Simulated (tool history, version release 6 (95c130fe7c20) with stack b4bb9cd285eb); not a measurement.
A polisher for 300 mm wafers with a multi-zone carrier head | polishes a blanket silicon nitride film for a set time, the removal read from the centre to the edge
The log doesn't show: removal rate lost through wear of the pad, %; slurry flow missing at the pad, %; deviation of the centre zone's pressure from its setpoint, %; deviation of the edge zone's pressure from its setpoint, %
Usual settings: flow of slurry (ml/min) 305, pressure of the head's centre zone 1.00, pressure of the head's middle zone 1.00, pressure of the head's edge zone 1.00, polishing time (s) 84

run     day  flow of slurry (ml/min)  pressure of the head's centre zone  pressure of the head's middle zone  pressure of the head's edge zone  polishing time (s)  wafers since the last listed run  wafers polished on this pad  hours since the slurry nozzle was cleaned  hours since the centre zone pressure was calibrated  hours since the edge zone pressure was calibrated  hours since the carrier head's membrane was replaced  incoming thickness of the incoming film, nm  film removed at the wafer's centre (Å)  film removed at mid-radius (Å)  film removed at the wafer's edge (Å)
  1   0.000                      240                                1.00                                1.00                              1.00                  84                                 0                          781                                      387.8                                                761.9                                              584.5                                                 640.4                                        712.9                                    2011                            2186                                  2144
      2.404  -- centre zone pressure recalibrated
  2   3.367                      305                                1.00                                1.00                              1.00                  65                               814                         1595                                      468.6                                                 23.1                                              665.3                                                 721.2                                        717.5                                    1645                            1687                                  1684
      5.229  -- slurry nozzle cleaned
  3   6.662                      305                                1.00                                1.00                              1.00                  65                               807                         2403                                       34.4                                                102.2                                              744.4                                                 800.3                                        703.7                                    1664                            1676                                  1664
  4   8.592                      305                                1.00                                1.00                              1.00                  84                               478                         2881                                       80.7                                                148.5                                              790.7                                                 846.6                                        712.8                                    2131                            2198                                  2141
  5  11.258                      305                                1.00                                1.00                              1.00                  84                               661                         3543                                      144.7                                                212.5                                              854.7                                                 910.6                                        719.5                                    2118                            2232                                  2166
     16.204  -- worn pad replaced by a new one
  6  21.212                      305                                1.00                                1.00                              1.00                  84                              2428                         1242                                      383.6                                                451.4                                             1093.6                                                1149.5                                        707.1                                    2119                            2207                                  2152
  7  24.992                      305                                1.10                                1.03                              1.00                  58                               937                         2179                                      474.3                                                542.1                                             1184.3                                                1240.2                                        706.1                                    1596                            1582                                  1494
     27.262  -- carrier head's membrane replaced by a new one
     27.629  -- slurry nozzle cleaned
  8  28.296                      305                                1.00                                0.96                              1.00                  84                               757                         2937                                       16.0                                                621.4                                             1263.6                                                  24.8                                        712.8                                    2124                            2181                                  2163
  9  31.204                      405                                0.94                                0.96                              1.00                 108                               721                         3658                                       85.8                                                691.2                                             1333.4                                                  94.6                                        697.8                                    2598                            2780                                  2860
     34.175  -- worn pad replaced by a new one
 10  35.354                      275                                1.11                                1.08                              1.00                  56                               988                          292                                      185.4                                                790.8                                             1433.0                                                 194.2                                        710.1                                    1514                            1532                                  1441
 11  39.679                      305                                1.03                                1.00                              1.00                  64                              1072                         1365                                      289.2                                                894.6                                             1536.8                                                 298.0                                        710.9                                    1598                            1668                                  1641
     40.925  -- edge zone pressure recalibrated
 12  41.379                      305                                1.00                                0.92                              1.12                  84                               401                         1766                                      330.0                                                935.4                                               10.9                                                 338.8                                        708.8                                    2042                            2065                                  2260
     41.500  -- centre zone pressure recalibrated
 13  43.188                      305                                1.00                                1.05                              1.00                  84                               427                         2194                                      373.4                                                 40.5                                               54.3                                                 382.2                                        706.7                                    2144                            2286                                  2167
 14  45.188                      305                                0.89                                1.09                              1.00                  96                               496                         2691                                      421.4                                                 88.5                                              102.3                                                 430.2                                        714.4                                    2181                            2674                                  2460
 15  47.704                      305                                1.05                                1.00                              1.00                  58                               624                         3315                                      481.8                                                148.9                                              162.7                                                 490.6                                        710.3                                    1544                            1516                                  1495
     48.062  -- slurry nozzle cleaned
     50.362  -- worn pad replaced by a new one
 16  50.383                      305                                1.00                                1.04                              1.00                  58                               612                            5                                       55.7                                                213.2                                              227.0                                                 554.9                                        704.7                                    1468                            1562                                  1495
 17  53.904                      305                                1.00                                1.00                              1.00                  84                               873                          878                                      140.2                                                297.7                                              311.5                                                 639.4                                        705.8                                    2136                            2175                                  2157
 18  56.600                      305                                1.10                                1.00                              0.90                 112                               668                         1547                                      204.9                                                362.4                                              376.2                                                 704.1                                        714.0                                    3088                            2958                                  2757
 19  59.300                      305                                1.00                                1.00                              1.00                  84                               669                         2217                                      269.7                                                427.2                                              441.0                                                 768.9                                        711.4                                    2137                            2215                                  2160
 20  62.021                      305                                1.10                                1.00                              1.00                  63                               674                         2892                                      335.0                                                492.5                                              506.3                                                 834.2                                        710.4                                    1753                            1648                                  1639
 21  64.221                      385                                1.00                                0.96                              1.00                  84                               545                         3437                                      387.8                                                545.3                                              559.1                                                 887.0                                        712.2                                    2182                            2154                                  2195
 22  67.250                      305                                1.00                                1.00                              1.00                  84                               751                         4189                                      460.5                                                618.0                                              631.8                                                 959.7                                        710.3                                    2099                            2218                                  2146

Forecast each of these 4 alternatives for the next run:
  A  67.267                      305                                1.00                                1.00                              1.00                  84                                 4                         4193                                      460.9                                                618.4                                              632.2                                                 960.1                                        702.8                                       ?                               ?                                     ?
  B  67.267                      405                                1.04                                1.06                              1.08                  84                                 4                         4193                                      460.9                                                618.4                                              632.2                                                 960.1                                        702.8                                       ?                               ?                                     ?
  C  67.267                      305                                1.06                                0.91                              1.05                  84                                 4                         4193                                      460.9                                                618.4                                              632.2                                                 960.1                                        702.8                                       ?                               ?                                     ?
  D  67.267                      305                                1.00                                0.92                              1.00                  55                                 4                         4193                                      460.9                                                618.4                                              632.2                                                 960.1                                        702.8                                       ?                               ?                                     ?

run  film removed at the wafer's centre (Å)  film removed at mid-radius (Å)  film removed at the wafer's edge (Å)
  A                                    2081                            2248                                  2144
  B                                    2228                            2422                                  2258
  C                                    2205                            2076                                  2191
  D                                    1362                            1372                                  1405
Without the tool's hidden state the same runs would have given:
run  film removed at the wafer's centre (Å)  film removed at mid-radius (Å)  film removed at the wafer's edge (Å)
  A                                    2122                            2248                                  2144
  B                                    2272                            2422                                  2258
  C                                    2249                            2076                                  2191
  D                                    1389                            1372                                  1405
